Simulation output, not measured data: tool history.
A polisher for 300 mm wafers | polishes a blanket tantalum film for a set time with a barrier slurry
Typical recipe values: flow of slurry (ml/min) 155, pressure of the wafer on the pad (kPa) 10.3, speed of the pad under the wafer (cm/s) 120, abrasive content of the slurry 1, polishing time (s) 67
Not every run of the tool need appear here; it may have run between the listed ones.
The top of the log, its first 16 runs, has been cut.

run,hour,flow of slurry (ml/min),pressure of the wafer on the pad (kPa),speed of the pad under the wafer (cm/s),abrasive content of the slurry,polishing time (s),wafers since the last listed run,wafers polished on this pad,hours since the slurry nozzle was cleaned,hours since the head pressure was calibrated,hours since the slurry blender was calibrated,"incoming thickness of the incoming film, nm",film removed (angstrom)
17,1559.5,155,11.7,120,1.25,67,546,2476,648.4,757.1,224.7,281.2,1103
18,1650,155,10.3,120,1,67,754,3230,738.9,847.6,315.2,277.7,910
19,1750.6,155,10.3,120,1.1,67,838,4069,839.5,948.2,415.8,279.5,948
# hour 1808.3: slurry nozzle cleaned
20,1824.3,155,13.8,120,1,67,606,4675,16,1021.9,489.5,276.6,1216
21,1894.2,155,11.7,120,1.25,67,582,5258,85.9,1091.8,559.4,279.6,1106
22,1997.4,155,10.3,140,1,67,860,6118,189.1,1195,662.6,276.7,1084
# hour 2040.2: worn pad replaced by a new one
# hour 2049: slurry blender recalibrated
# hour 2066.7: head pressure recalibrated
23,2082.3,155,10.3,120,1,55,641,317,274,15.6,33.3,280.8,718
24,2174.1,180,10.3,120,1,52,765,1082,365.8,107.4,125.1,279.7,707
25,2274.9,155,13.8,120,1.15,67,840,1923,466.6,208.2,225.9,283.9,1230
26,2341,155,10.3,120,1,67,551,2474,532.7,274.3,292,277.1,893
27,2392.3,105,8.3,120,1,67,427,2902,584,325.6,343.3,280,655
28,2451.4,120,10.3,120,1.15,67,492,3394,643.1,384.7,402.4,282.4,871
29,2493.7,155,10.3,120,1,67,352,3747,685.4,427,444.7,279.5,897
30,2578.4,155,10.3,150,0.7,67,706,4453,770.1,511.7,529.4,283.2,971
31,2647.3,155,10.3,160,1,87,574,5028,839,580.6,598.3,283,1596

Here are 3 independent what-if runs from the current tool condition. What would each one return?
A,2647.7,155,10.3,120,1,58,3,5031,839.4,581,598.7,275.3,?
B,2647.7,210,10.3,120,1,52,3,5031,839.4,581,598.7,275.3,?
C,2647.7,175,10.3,120,0.85,56,3,5031,839.4,581,598.7,275.3,?

run,film removed (angstrom)
A,771
B,724
C,716
With the hidden condition removed and each run's random variation left untouched, the same runs would have given:
run,film removed (angstrom)
A,740
B,695
C,687
